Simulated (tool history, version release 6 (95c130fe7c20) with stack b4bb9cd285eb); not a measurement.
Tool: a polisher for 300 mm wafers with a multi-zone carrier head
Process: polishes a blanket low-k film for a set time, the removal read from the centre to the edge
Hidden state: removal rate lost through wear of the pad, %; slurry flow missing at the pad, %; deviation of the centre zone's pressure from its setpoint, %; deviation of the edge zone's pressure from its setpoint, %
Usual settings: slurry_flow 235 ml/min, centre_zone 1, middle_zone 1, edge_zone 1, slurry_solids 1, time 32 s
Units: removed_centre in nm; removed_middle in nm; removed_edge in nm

run	hour	slurry_flow	centre_zone	middle_zone	edge_zone	slurry_solids	time	wafers since the last listed run	wafers polished on this pad	hours since the slurry nozzle was cleaned	hours since the centre zone pressure was calibrated	hours since the edge zone pressure was calibrated	hours since the carrier head's membrane was replaced	incoming thickness of the incoming film, nm	removed_centre	removed_middle	removed_edge
1	0	235	1	1	0.93	1	37	0	1233	595.8	570.6	711.5	1995.4	551.2	9.8	10.3	10.2
2	18.9	235	1	1	1	1.2	32	179	1413	614.7	589.5	730.4	2014.3	555	9.3	9.3	9.7
# hour 24.1: carrier head's membrane replaced by a new one
# hour 31.4: edge zone pressure recalibrated
3	47.3	235	1	1	1	1	32	203	1616	643.1	617.9	15.9	23.2	563.5	8.6	8.6	9.1
# hour 59.2: worn pad replaced by a new one
4	112.3	205	1	1	1	1.25	32	579	505	708.1	682.9	80.9	88.2	560	8.6	9.1	9.5
5	128	235	1.07	1	0.89	1	32	149	654	723.8	698.6	96.6	103.9	559.1	9.3	8.6	8.5
6	147.5	190	1	0.9	0.93	0.8	32	185	839	743.3	718.1	116.1	123.4	567.4	7.4	6.8	7.6
7	162.1	235	1	1.07	1	1	32	138	978	757.9	732.7	130.7	138	552.8	8.5	9	8.9
8	180	155	1	1	1	0.8	32	170	1148	775.8	750.6	148.6	155.9	560.5	6.4	6.9	7.5
# hour 224.7: centre zone pressure recalibrated
9	232.6	315	1	1	1.1	1	32	480	1629	828.4	7.9	201.2	208.5	559	8.7	9.1	9.8
10	254.7	190	1	0.9	0.93	0.8	32	210	1839	850.5	30	223.3	230.6	564.3	6.9	6.6	7.5
# hour 268: slurry nozzle cleaned
# hour 278.5: worn pad replaced by a new one
11	289.5	205	1	1	1	1	32	283	104	21.5	64.8	258.1	265.4	554.2	9.2	9.4	9.4
12	306.6	270	0.91	1	1	1.1	32	162	267	38.6	81.9	275.2	282.5	566.6	9.1	9.9	10.1
13	334.3	235	1	1	1.11	1	39	263	530	66.3	109.6	302.9	310.2	565.6	11.2	11.5	12.3
14	364.7	235	1	1	1	1	41	288	819	96.7	140	333.3	340.6	562	11.9	12.4	12.4
15	377.7	235	1	1	1	1	32	123	943	109.7	153	346.3	353.6	566.5	9.2	9.6	9.6

The next listed run, before its measurement:
16	394.1	260	0.91	0.96	1	1	27	155	1098	126.1	169.4	362.7	370	563.5	?	?	?

{"run 16": {"removed_centre": 7.2, "removed_middle": 7.8, "removed_edge": 8.2}}
Without the tool's hidden state the same run would have given removed_centre 7.3 nm, removed_middle 7.9 nm, removed_edge 8.2 nm.
